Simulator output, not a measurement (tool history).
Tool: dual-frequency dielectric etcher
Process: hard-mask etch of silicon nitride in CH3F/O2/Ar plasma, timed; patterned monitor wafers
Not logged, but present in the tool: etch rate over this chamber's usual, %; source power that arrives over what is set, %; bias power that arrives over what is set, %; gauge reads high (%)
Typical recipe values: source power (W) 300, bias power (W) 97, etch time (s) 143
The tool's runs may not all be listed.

run   hour  source power (W)  bias power (W)  etch time (s)  wafers since the last listed run  hours since the last wet clean  hours since the last source power generator calibration  hours since the last bias power generator calibration  hours since the last upper electrode change  hours since the gauge calibration  read-back reference wafer on the same gauge, depth_nm  mean etch depth across the wafer (Å)
  1      0               300              97          126.5                                 0                           209.2                                                   2450.8                                                 3023.3                                       4660.2                                103                                                   96.4                                   824
  2   56.3               300              97          126.5                               492                           265.5                                                   2507.1                                                 3079.6                                       4716.5                              159.3                                                   96.4                                   838
  3  128.3               300              86            143                               629                           337.5                                                   2579.1                                                 3151.6                                       4788.5                              231.3                                                   96.4                                   881
  4  173.3               300              97            143                               393                           382.5                                                   2624.1                                                 3196.6                                       4833.5                              276.3                                                   96.6                                   949
  5  211.1               300              97            143                               330                           420.3                                                   2661.9                                                 3234.4                                       4871.3                              314.1                                                   96.4                                   956
  6  235.6               300              97            143                               214                           444.8                                                   2686.4                                                 3258.9                                       4895.8                              338.6                                                   96.4                                   948
  7    281               300              97            143                               396                           490.2                                                   2731.8                                                 3304.3                                       4941.2                                384                                                   96.6                                   956
  8  326.7               300              97            143                               399                           535.9                                                   2777.5                                                   3350                                       4986.9                              429.7                                                   96.3                                   957
     369.4  -- source power generator calibrated
     386.4  -- wet clean of the chamber
  9  386.9               300             107            143                               342                             0.5                                                     17.5                                                 3410.2                                       5047.1                              489.9                                                   96.6                                   965
 10  403.3               350              97            143                               143                            16.9                                                     33.9                                                 3426.6                                       5063.5                              506.3                                                   96.4                                   964
     429.9  -- bias power generator calibrated
     469.5  -- upper electrode replaced
 11  474.9               350              97            143                               381                            88.5                                                    105.5                                                     45                                          5.4                              577.9                                                   96.4                                   967
 12    520               350              97            143                               394                           133.6                                                    150.6                                                   90.1                                         50.5                                623                                                   96.2                                   970
 13  566.9               230             120            163                               409                           180.5                                                    197.5                                                    137                                         97.4                              669.9                                                   96.3                                  1080
 14  626.1               300              87          177.5                               517                           239.7                                                    256.7                                                  196.2                                        156.6                              729.1                                                   96.6                                  1088
 15    654               230              97            159                               243                           267.6                                                    284.6                                                  224.1                                        184.5                                757                                                   96.2                                   950

Predict the results of run 16:
 16   703               260              97            143                               428                           316.6                                                    333.6                                                  273.1                                        233.5                                806                                                      ?                                     ?

read-back reference wafer on the same gauge, depth_nm: 96.2
mean etch depth across the wafer (Å): 889
The same run, on a tool lacking any hidden state, would have yielded mean etch depth across the wafer (Å) 868.
